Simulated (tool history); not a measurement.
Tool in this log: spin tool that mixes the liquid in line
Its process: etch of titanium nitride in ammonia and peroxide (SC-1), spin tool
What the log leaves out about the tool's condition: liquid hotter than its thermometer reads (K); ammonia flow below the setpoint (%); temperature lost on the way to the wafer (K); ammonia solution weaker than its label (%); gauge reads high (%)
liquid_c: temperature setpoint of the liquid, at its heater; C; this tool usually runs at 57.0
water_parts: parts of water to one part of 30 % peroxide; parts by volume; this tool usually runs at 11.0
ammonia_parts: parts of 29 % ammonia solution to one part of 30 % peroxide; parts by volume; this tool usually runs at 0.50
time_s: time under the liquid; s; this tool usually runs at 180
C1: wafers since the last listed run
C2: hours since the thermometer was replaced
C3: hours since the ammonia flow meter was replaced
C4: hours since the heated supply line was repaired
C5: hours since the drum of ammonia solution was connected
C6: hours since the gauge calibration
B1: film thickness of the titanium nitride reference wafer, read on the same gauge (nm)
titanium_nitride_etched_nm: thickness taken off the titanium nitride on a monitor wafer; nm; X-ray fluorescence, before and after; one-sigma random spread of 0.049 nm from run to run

run 1 hour=0.0 | liquid_c=64.0 water_parts=11.0 ammonia_parts=0.50 time_s=180 | C1=0 C2=2153.4 C3=1149.7 C4=1713.9 C5=347.6 C6=440.6 | B1=29.99 | titanium_nitride_etched_nm=14.26
run 2 hour=29.1 | liquid_c=64.0 water_parts=11.0 ammonia_parts=0.50 time_s=180 | C1=183 C2=2182.5 C3=1178.8 C4=1743.0 C5=376.7 C6=469.7 | B1=30.02 | titanium_nitride_etched_nm=14.29
-- hour=38.3 gauge calibrated
run 3 hour=54.4 | liquid_c=64.0 water_parts=11.0 ammonia_parts=0.50 time_s=180 | C1=159 C2=2207.8 C3=1204.1 C4=1768.3 C5=402.0 C6=16.1 | B1=29.98 | titanium_nitride_etched_nm=14.23
run 4 hour=84.3 | liquid_c=57.0 water_parts=11.0 ammonia_parts=0.50 time_s=180 | C1=188 C2=2237.7 C3=1234.0 C4=1798.2 C5=431.9 C6=46.0 | B1=29.95 | titanium_nitride_etched_nm=8.90
run 5 hour=105.3 | liquid_c=57.0 water_parts=11.0 ammonia_parts=0.50 time_s=180 | C1=132 C2=2258.7 C3=1255.0 C4=1819.2 C5=452.9 C6=67.0 | B1=30.01 | titanium_nitride_etched_nm=8.91
run 6 hour=212.6 | liquid_c=57.0 water_parts=11.0 ammonia_parts=0.50 time_s=180 | C1=675 C2=2366.0 C3=1362.3 C4=1926.5 C5=560.2 C6=174.3 | B1=30.03 | titanium_nitride_etched_nm=8.83
-- hour=303.0 thermometer replaced
run 7 hour=316.7 | liquid_c=57.0 water_parts=11.0 ammonia_parts=0.50 time_s=180 | C1=648 C2=13.7 C3=1466.4 C4=2030.6 C5=664.3 C6=278.4 | B1=30.00 | titanium_nitride_etched_nm=8.82
-- hour=324.1 heated supply line repaired
-- hour=329.5 ammonia flow meter replaced
run 8 hour=330.0 | liquid_c=57.0 water_parts=11.0 ammonia_parts=0.50 time_s=180 | C1=71 C2=27.0 C3=0.5 C4=5.9 C5=677.6 C6=291.7 | B1=30.01 | titanium_nitride_etched_nm=7.94
run 9 hour=341.7 | liquid_c=57.0 water_parts=11.0 ammonia_parts=0.50 time_s=180 | C1=73 C2=38.7 C3=12.2 C4=17.6 C5=689.3 C6=303.4 | B1=29.97 | titanium_nitride_etched_nm=7.85
run 10 hour=373.9 | liquid_c=57.0 water_parts=11.0 ammonia_parts=0.50 time_s=180 | C1=202 C2=70.9 C3=44.4 C4=49.8 C5=721.5 C6=335.6 | B1=29.98 | titanium_nitride_etched_nm=7.90
run 11 hour=396.5 | liquid_c=57.0 water_parts=11.0 ammonia_parts=0.55 time_s=180 | C1=142 C2=93.5 C3=67.0 C4=72.4 C5=744.1 C6=358.2 | B1=30.05 | titanium_nitride_etched_nm=7.97
-- hour=397.6 gauge calibrated
-- hour=415.0 heated supply line repaired, repeated, since the last time left the tool worse
run 12 hour=426.6 | liquid_c=53.5 water_parts=8.0 ammonia_parts=0.75 time_s=180 | C1=183 C2=123.6 C3=97.1 C4=11.6 C5=774.2 C6=29.0 | B1=29.97 | titanium_nitride_etched_nm=10.20
run 13 hour=442.6 | liquid_c=57.0 water_parts=6.0 ammonia_parts=0.50 time_s=180 | C1=100 C2=139.6 C3=113.1 C4=27.6 C5=790.2 C6=45.0 | B1=30.04 | titanium_nitride_etched_nm=13.92
run 14 hour=458.8 | liquid_c=57.0 water_parts=11.0 ammonia_parts=0.50 time_s=180 | C1=101 C2=155.8 C3=129.3 C4=43.8 C5=806.4 C6=61.2 | B1=30.06 | titanium_nitride_etched_nm=10.23
-- hour=479.2 new drum of ammonia solution connected
run 15 hour=482.9 | liquid_c=54.0 water_parts=8.0 ammonia_parts=0.70 time_s=245 | C1=145 C2=179.9 C3=153.4 C4=67.9 C5=3.7 C6=85.3 | B1=30.02 | titanium_nitride_etched_nm=14.02
run 16 hour=507.4 | liquid_c=57.0 water_parts=16.0 ammonia_parts=0.60 time_s=95 | C1=154 C2=204.4 C3=177.9 C4=92.4 C5=28.2 C6=109.8 | B1=29.98 | titanium_nitride_etched_nm=4.50
run 17 hour=540.9 | liquid_c=57.0 water_parts=11.0 ammonia_parts=0.50 time_s=180 | C1=210 C2=237.9 C3=211.4 C4=125.9 C5=61.7 C6=143.3 | B1=30.07 | titanium_nitride_etched_nm=10.03
run 18 hour=560.5 | liquid_c=57.0 water_parts=11.0 ammonia_parts=0.50 time_s=180 | C1=123 C2=257.5 C3=231.0 C4=145.5 C5=81.3 C6=162.9 | B1=30.05 | titanium_nitride_etched_nm=10.07
run 19 hour=574.6 | liquid_c=57.0 water_parts=11.0 ammonia_parts=0.50 time_s=180 | C1=88 C2=271.6 C3=245.1 C4=159.6 C5=95.4 C6=177.0 | B1=29.96 | titanium_nitride_etched_nm=10.12
run 20 hour=655.7 | liquid_c=51.0 water_parts=8.0 ammonia_parts=0.30 time_s=180 | C1=510 C2=352.7 C3=326.2 C4=240.7 C5=176.5 C6=258.1 | B1=30.01 | titanium_nitride_etched_nm=7.16

Take each entry between the runs: how does the hidden state at the last listed run before it differ from the hidden state at the first listed run after it?
Between runs 2 and 3: gauge calibrated (hour 38.3)
  temperature lost on the way to the wafer (K): 1.99 -> 2.02
  measured result minus the result with no hidden state, titanium_nitride_etched_nm: -1.95 -> -1.98 nm
Between runs 6 and 7: thermometer replaced (hour 303.0)
  temperature lost on the way to the wafer (K): 2.2 -> 2.32
  measured result minus the result with no hidden state, titanium_nitride_etched_nm: -1.41 -> -1.48 nm
Between runs 7 and 8: heated supply line repaired (hour 324.1); ammonia flow meter replaced (hour 329.5)
  temperature lost on the way to the wafer (K): 2.32 -> 3.85
  measured result minus the result with no hidden state, titanium_nitride_etched_nm: -1.48 -> -2.36 nm
Between runs 11 and 12: gauge calibrated (hour 397.6); heated supply line repaired, repeated, since the last time left the tool worse (hour 415.0)
  temperature lost on the way to the wafer (K): 3.93 -> 0.1
  measured result minus the result with no hidden state, titanium_nitride_etched_nm: -2.42 -> -0.07 nm
Between runs 14 and 15: new drum of ammonia solution connected (hour 479.2)
  temperature lost on the way to the wafer (K): 0.137 -> 0.164
  measured result minus the result with no hidden state, titanium_nitride_etched_nm: -0.09 -> -0.15 nm
